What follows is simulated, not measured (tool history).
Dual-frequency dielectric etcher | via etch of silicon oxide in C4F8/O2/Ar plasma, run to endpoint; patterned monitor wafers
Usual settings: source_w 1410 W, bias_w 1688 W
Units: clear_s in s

run	hour	source_w	bias_w	wafers since the last listed run	hours since the last wet clean	hours since the last source power generator calibration	hours since the last bias power generator calibration	hours since the last upper electrode change	incoming incoming film thickness, nm	clear_s
1	0.0	1250	1391	0	618.7	2518.4	3899.5	3864.1	1387.4	384.9
2	8.6	1410	1361	27	627.3	2527.0	3908.1	3872.7	1400.3	372.1
3	25.2	1410	1688	52	643.9	2543.6	3924.7	3889.3	1378.5	345.4
4	39.4	1410	1688	44	658.1	2557.8	3938.9	3903.5	1392.3	348.1
5	54.2	1240	1688	46	672.9	2572.6	3953.7	3918.3	1379.7	365.8
6	60.6	1150	1688	20	679.3	2579.0	3960.1	3924.7	1387.6	380.3
# hour 82.8: bias power generator calibrated
# hour 90.5: wet clean of the chamber
7	91.0	1150	1688	58	0.5	2609.4	8.2	3955.1	1387.2	359.0
8	91.5	1150	1688	1	1.0	2609.9	8.7	3955.6	1405.8	360.8
9	96.6	1410	1688	16	6.1	2615.0	13.8	3960.7	1393.4	328.3
10	105.6	1410	1688	28	15.1	2624.0	22.8	3969.7	1397.0	329.4
11	115.4	1410	1688	30	24.9	2633.8	32.6	3979.5	1388.9	328.6
12	166.3	1410	1688	159	75.8	2684.7	83.5	4030.4	1378.4	327.1
13	179.8	1410	1688	42	89.3	2698.2	97.0	4043.9	1387.9	329.4
14	191.6	1560	1978	37	101.1	2710.0	108.8	4055.7	1384.4	300.0
15	198.0	1560	1688	20	107.5	2716.4	115.2	4062.1	1400.7	321.0
16	206.8	1410	1552	27	116.3	2725.2	124.0	4070.9	1398.6	341.2
# hour 236.5: upper electrode replaced
17	237.0	1630	1581	19	146.5	2755.4	154.2	0.5	1391.2	319.8
18	238.0	1210	1313	3	147.5	2756.4	155.2	1.5	1404.4	384.9
19	245.1	1410	1688	22	154.6	2763.5	162.3	8.6	1385.4	331.3
# hour 259.8: source power generator calibrated
20	261.7	1410	1688	39	171.2	1.9	178.9	25.2	1391.1	332.5
21	277.5	1560	1827	49	187.0	17.7	194.7	41.0	1390.8	310.7
22	290.7	1540	1526	41	200.2	30.9	207.9	54.2	1394.3	331.8
23	299.9	1630	1688	28	209.4	40.1	217.1	63.4	1396.2	315.3
24	314.0	1410	1688	44	223.5	54.2	231.2	77.5	1398.4	337.6
25	321.0	1670	1460	21	230.5	61.2	238.2	84.5	1389.2	324.4
26	335.3	1240	1341	44	244.8	75.5	252.5	98.8	1393.2	379.8
27	346.3	1590	1301	34	255.8	86.5	263.5	109.8	1396.5	344.0
28	363.8	1670	1508	54	273.3	104.0	281.0	127.3	1392.1	322.9
29	380.0	1410	1688	50	289.5	120.2	297.2	143.5	1384.4	334.0
30	396.3	1410	1688	51	305.8	136.5	313.5	159.8	1400.5	339.1
31	407.8	1550	1397	36	317.3	148.0	325.0	171.3	1398.7	343.1
32	416.8	1600	2024	28	326.3	157.0	334.0	180.3	1404.9	306.2
33	429.2	1320	1688	38	338.7	169.4	346.4	192.7	1393.9	348.1
34	473.3	1410	1423	138	382.8	213.5	390.5	236.8	1395.4	356.7

Forecast each of these 5 alternatives for the next run:
A	473.8	1190	1688	1	383.3	214.0	391.0	237.3	1399.8	?
B	473.8	1260	1349	1	383.3	214.0	391.0	237.3	1399.8	?
C	473.8	1720	1796	1	383.3	214.0	391.0	237.3	1399.8	?
D	473.8	1520	2008	1	383.3	214.0	391.0	237.3	1399.8	?
E	473.8	1090	1296	1	383.3	214.0	391.0	237.3	1399.8	?

run	clear_s
A	367.5
B	382.2
C	308.8
D	314.8
E	411.5
Without the tool's hidden state the same runs would have given:
run	clear_s
A	357.9
B	372.2
C	300.8
D	306.6
E	400.8

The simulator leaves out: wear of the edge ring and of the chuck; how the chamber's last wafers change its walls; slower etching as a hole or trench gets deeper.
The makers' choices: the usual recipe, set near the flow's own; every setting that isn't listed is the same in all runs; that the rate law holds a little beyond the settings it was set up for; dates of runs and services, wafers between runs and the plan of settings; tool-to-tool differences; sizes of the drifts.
